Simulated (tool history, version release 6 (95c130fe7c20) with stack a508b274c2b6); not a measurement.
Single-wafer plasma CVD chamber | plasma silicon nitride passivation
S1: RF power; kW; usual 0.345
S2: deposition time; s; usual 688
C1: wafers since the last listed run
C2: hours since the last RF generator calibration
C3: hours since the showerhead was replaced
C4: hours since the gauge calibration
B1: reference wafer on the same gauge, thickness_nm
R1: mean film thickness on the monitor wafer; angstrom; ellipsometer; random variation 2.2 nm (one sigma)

run,day,S1,S2,C1,C2,C3,C4,B1,R1
1,0,0.37,688,0,1513.4,6169,388,1027.894,9672.64
2,0.708,0.345,688,66,1530.4,6186,405,1028.557,9446.65
3,1.854,0.345,688,108,1557.9,6213.5,432.5,1027.888,9477.71
4,3.246,0.345,688,131,1591.3,6246.9,465.9,1028.164,9393.29
5,3.75,0.345,688,47,1603.4,6259,478,1027.706,9458.06
6,5.246,0.345,633,141,1639.3,6294.9,513.9,1028.315,8624.35
7,6.121,0.345,633,82,1660.3,6315.9,534.9,1028.491,8658.22
8,7.196,0.345,688,101,1686.1,6341.7,560.7,1027.941,9426.7
9,8.125,0.345,688,87,1708.4,6364,583,1028.091,9416.33
10,9.329,0.345,688,113,1737.3,6392.9,611.9,1028.015,9400.69
11,9.85,0.345,688,49,1749.8,6405.4,624.4,1027.91,9391.56
12,11.25,0.345,688,132,1783.4,6439,658,1028.778,9441.89
13,12.488,0.345,638,116,1813.1,6468.7,687.7,1027.754,8745.2
14,13.862,0.345,638,129,1846.1,6501.7,720.7,1027.284,8710.06
15,14.521,0.345,638,62,1861.9,6517.5,736.5,1027.36,8730.49
16,15.679,0.395,632,109,1889.7,6545.3,764.3,1028.046,9028.34
# day 16.521: gauge calibrated
17,17.154,0.38,688,139,1925.1,6580.7,15.2,1027.445,9705.35
18,18.412,0.385,782,118,1955.3,6610.9,45.4,1027.44,11107.96
19,18.929,0.38,638,48,1967.7,6623.3,57.8,1028.064,9032.42
20,19.929,0.395,806,94,1991.7,6647.3,81.8,1027.476,11492.61
# day 22.867: showerhead replaced
21,22.888,0.345,815,247,2062.7,0.5,152.8,1028.129,11083.24
22,23.675,0.345,688,74,2081.6,19.4,171.7,1027.798,9380.65
23,24.525,0.345,634,80,2102,39.8,192.1,1028.065,8650.68
# day 24.996: RF generator calibrated
24,25.104,0.345,688,23,2.6,53.7,206,1028.229,9580.06
25,26.512,0.3,642,132,36.4,87.5,239.8,1027.501,8461.05
26,27.767,0.345,688,118,66.5,117.6,269.9,1027.93,9576.17
27,28.862,0.345,688,103,92.8,143.9,296.2,1027.693,9591.43
28,30.983,0.405,784,200,143.7,194.8,347.1,1028.462,11570.56
29,34.921,0.345,688,371,238.2,289.3,441.6,1028.062,9575.13
30,35.596,0.285,612,63,254.4,305.5,457.8,1028.021,7947.09
31,36.358,0.295,688,71,272.7,323.8,476.1,1028.093,9005.86
32,37.729,0.345,634,129,305.6,356.7,509,1027.467,8815.53
33,38.475,0.28,688,70,323.5,374.6,526.9,1028.078,8846.27

5 ways to go on from here, each from the tool as it stands after run 33. What would each give?
A,38.5,0.395,688,2,324.1,375.2,527.5,?,?
B,38.5,0.29,742,2,324.1,375.2,527.5,?,?
C,38.5,0.3,555,2,324.1,375.2,527.5,?,?
D,38.5,0.28,585,2,324.1,375.2,527.5,?,?
E,38.5,0.305,552,2,324.1,375.2,527.5,?,?

run,B1,R1
A,1028.012,10015.78
B,1028.012,9642.53
C,1028.012,7305.78
D,1028.012,7500.77
E,1028.012,7311.71
Without the tool's hidden state the same runs would have given:
run,R1
A,10022.3
B,9648.81
C,7310.54
D,7505.65
E,7316.47
